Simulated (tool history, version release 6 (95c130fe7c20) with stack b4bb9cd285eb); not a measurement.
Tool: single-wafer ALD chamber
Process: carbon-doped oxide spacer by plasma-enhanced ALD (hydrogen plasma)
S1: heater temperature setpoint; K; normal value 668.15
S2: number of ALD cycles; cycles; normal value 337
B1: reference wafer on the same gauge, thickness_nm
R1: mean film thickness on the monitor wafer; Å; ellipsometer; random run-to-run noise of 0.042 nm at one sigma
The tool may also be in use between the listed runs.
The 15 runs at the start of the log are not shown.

run 16 day=12.075 | S1=668.15 S2=337 | B1=16.491 | R1=169.19
run 17 day=12.346 | S1=668.15 S2=337 | B1=16.498 | R1=169.11
run 18 day=12.858 | S1=668.15 S2=337 | B1=16.500 | R1=168.39
run 19 day=14.596 | S1=668.15 S2=337 | B1=16.491 | R1=167.82
run 20 day=14.962 | S1=678.15 S2=379 | B1=16.498 | R1=186.88
run 21 day=15.292 | S1=668.15 S2=337 | B1=16.503 | R1=168.51
run 22 day=15.912 | S1=655.15 S2=387 | B1=16.493 | R1=193.98
run 23 day=16.633 | S1=678.15 S2=289 | B1=16.493 | R1=141.72
run 24 day=17.071 | S1=668.15 S2=337 | B1=16.487 | R1=168.66
run 25 day=17.425 | S1=676.15 S2=404 | B1=16.495 | R1=200.06
run 26 day=17.829 | S1=654.15 S2=307 | B1=16.498 | R1=153.71
-- day=18.296 gauge calibrated
run 27 day=18.521 | S1=681.15 S2=289 | B1=16.499 | R1=140.86
run 28 day=19.183 | S1=662.15 S2=301 | B1=16.498 | R1=151.17
run 29 day=19.921 | S1=674.15 S2=281 | B1=16.510 | R1=140.30
run 30 day=20.612 | S1=656.15 S2=319 | B1=16.515 | R1=159.88
run 31 day=21.321 | S1=658.15 S2=384 | B1=16.500 | R1=192.70
run 32 day=21.838 | S1=668.15 S2=337 | B1=16.499 | R1=169.43
run 33 day=22.133 | S1=659.15 S2=397 | B1=16.513 | R1=198.84
run 34 day=22.779 | S1=680.15 S2=391 | B1=16.498 | R1=191.29
run 35 day=23.383 | S1=668.15 S2=311 | B1=16.490 | R1=155.80
run 36 day=23.767 | S1=668.15 S2=296 | B1=16.503 | R1=148.92
run 37 day=24.262 | S1=679.15 S2=318 | B1=16.515 | R1=155.72
run 38 day=24.829 | S1=668.15 S2=337 | B1=16.498 | R1=168.51
run 39 day=25.258 | S1=658.15 S2=337 | B1=16.498 | R1=168.82

Consider 4 possible next runs. They are alternatives, not a sequence: every one starts from the tool as it was left by run 39. What does each give?
run A day=25.296 | S1=668.15 S2=337 | B1=? | R1=?
run B day=25.296 | S1=659.15 S2=366 | B1=? | R1=?
run C day=25.296 | S1=675.15 S2=380 | B1=? | R1=?
run D day=25.296 | S1=672.15 S2=388 | B1=? | R1=?

run=A B1=16.491 R1=168.36
run=B B1=16.491 R1=182.85
run=C B1=16.491 R1=188.15
run=D B1=16.491 R1=193.84
What these runs would have given with no unlogged condition in the tool:
run=A R1=168.36
run=B R1=182.85
run=C R1=188.15
run=D R1=193.84
